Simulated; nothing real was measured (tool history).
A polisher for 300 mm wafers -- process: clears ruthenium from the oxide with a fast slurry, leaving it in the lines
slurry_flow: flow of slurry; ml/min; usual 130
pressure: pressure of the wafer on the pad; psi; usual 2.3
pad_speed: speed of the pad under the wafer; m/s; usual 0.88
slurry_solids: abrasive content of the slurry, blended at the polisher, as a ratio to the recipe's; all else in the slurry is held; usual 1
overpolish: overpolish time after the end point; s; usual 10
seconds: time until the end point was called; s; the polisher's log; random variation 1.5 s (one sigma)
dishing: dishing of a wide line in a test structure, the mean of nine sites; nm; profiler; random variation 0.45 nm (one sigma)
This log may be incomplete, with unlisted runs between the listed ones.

| run | hour | slurry_flow | pressure | pad_speed | slurry_solids | overpolish | incoming thickness of the incoming film, nm | seconds | dishing |
|---|---|---|---|---|---|---|---|---|---|
| 1 | 0 | 130 | 2.3 | 0.88 | 1 | 10 | 299.7 | 87 | 25 |
| 2 | 13.8 | 130 | 2.3 | 0.88 | 1 | 10 | 298.7 | 88 | 24.9 |
| 3 | 39.4 | 130 | 2.3 | 0.88 | 1 | 10 | 296 | 90.9 | 25.1 |
| 4 | 71.3 | 130 | 2.3 | 0.88 | 1 | 10 | 298.9 | 92.9 | 24.9 |
|  | 105.1 | slurry blender recalibrated |
| 5 | 120.4 | 130 | 2.3 | 0.88 | 1 | 10 | 300.1 | 94.2 | 23.9 |
| 6 | 132.7 | 130 | 2.3 | 0.88 | 1 | 10 | 306.6 | 93.5 | 23.8 |
| 7 | 153.1 | 160 | 2.3 | 0.88 | 1 | 10 | 302 | 93.5 | 23.8 |
| 8 | 167.8 | 160 | 2.3 | 0.88 | 1 | 10 | 300.6 | 92.5 | 24.5 |
|  | 173.1 | worn pad replaced by a new one |
| 9 | 188.3 | 130 | 2.3 | 0.88 | 1 | 10 | 305.2 | 83.9 | 26.8 |
| 10 | 217 | 130 | 2.3 | 0.88 | 1 | 10 | 301.1 | 85.9 | 25.1 |
| 11 | 229.4 | 130 | 2.3 | 0.88 | 1 | 14 | 299.8 | 90.3 | 34.2 |
| 12 | 243.2 | 130 | 2.3 | 0.88 | 1 | 14 | 303.2 | 91.5 | 33.6 |
| 13 | 268.4 | 100 | 2.3 | 0.88 | 1 | 10 | 300.8 | 92.6 | 23.7 |
| 14 | 290.8 | 130 | 2.3 | 0.88 | 1 | 10 | 296 | 90.7 | 24.1 |
|  | 367.8 | worn pad replaced by a new one |
| 15 | 374.5 | 130 | 2.3 | 0.88 | 1 | 10 | 302.6 | 82.4 | 26.4 |
| 16 | 390.5 | 130 | 1.9 | 0.88 | 1 | 12 | 301.9 | 99.9 | 26.2 |
| 17 | 420.6 | 130 | 1.7 | 0.88 | 1.3 | 10 | 300.2 | 99.5 | 22 |
| 18 | 446.8 | 130 | 2.3 | 0.88 | 0.85 | 10 | 300.7 | 99.8 | 23 |
| 19 | 460.1 | 130 | 2.3 | 0.88 | 1 | 12 | 305.4 | 93.5 | 29.6 |
| 20 | 480.5 | 130 | 2.3 | 0.88 | 1 | 10 | 298.1 | 89.1 | 25 |
| 21 | 499.6 | 130 | 2.3 | 0.74 | 1 | 10 | 300.8 | 104.8 | 21.9 |
|  | 540.2 | worn pad replaced by a new one, of another model than before |
| 22 | 546.1 | 155 | 2.9 | 0.88 | 1 | 10 | 303.4 | 70.7 | 31.7 |
| 23 | 565.1 | 130 | 2.3 | 0.88 | 1 | 10 | 304.2 | 89 | 25.9 |
| 24 | 577.4 | 160 | 2.3 | 0.88 | 1 | 10 | 294.2 | 82.7 | 26.6 |
|  | 594.7 | slurry nozzle cleaned |
|  | 610.9 | slurry blender recalibrated |
|  | 616.9 | head pressure recalibrated |
| 25 | 676.5 | 130 | 2.3 | 0.88 | 0.8 | 12 | 303.1 | 108.5 | 24.3 |
|  | 695.4 | worn pad replaced by a new one |
| 26 | 737 | 130 | 2.3 | 0.88 | 1 | 10 | 296.9 | 86 | 25.8 |
| 27 | 786.4 | 130 | 2.3 | 0.88 | 1 | 10 | 301.6 | 88.9 | 24.8 |
| 28 | 803.8 | 130 | 2.3 | 1.18 | 1 | 5 | 299.6 | 75.4 | 15 |

4 ways to go on from here, each from the tool as it stands after run 28. What would each give?
| A | 804.3 | 130 | 1.5 | 0.88 | 1 | 10 | 299.4 | ? | ? |
| B | 804.3 | 130 | 1.7 | 0.88 | 1 | 13 | 299.4 | ? | ? |
| C | 804.3 | 105 | 3.1 | 0.88 | 1.1 | 4 | 299.4 | ? | ? |
| D | 804.3 | 130 | 2.3 | 0.74 | 1.2 | 12 | 299.4 | ? | ? |

| run | seconds | dishing |
|---|---|---|
| A | 113 | 20.1 |
| B | 105.9 | 27.3 |
| C | 73.9 | 12.6 |
| D | 89 | 29.7 |
The same runs, with their run-to-run variation unchanged, on a tool lacking any hidden condition would have given:
| run | seconds | dishing |
|---|---|---|
| A | 100.9 | 22.4 |
| B | 94.5 | 30.3 |
| C | 66 | 14.1 |
| D | 79.5 | 33 |

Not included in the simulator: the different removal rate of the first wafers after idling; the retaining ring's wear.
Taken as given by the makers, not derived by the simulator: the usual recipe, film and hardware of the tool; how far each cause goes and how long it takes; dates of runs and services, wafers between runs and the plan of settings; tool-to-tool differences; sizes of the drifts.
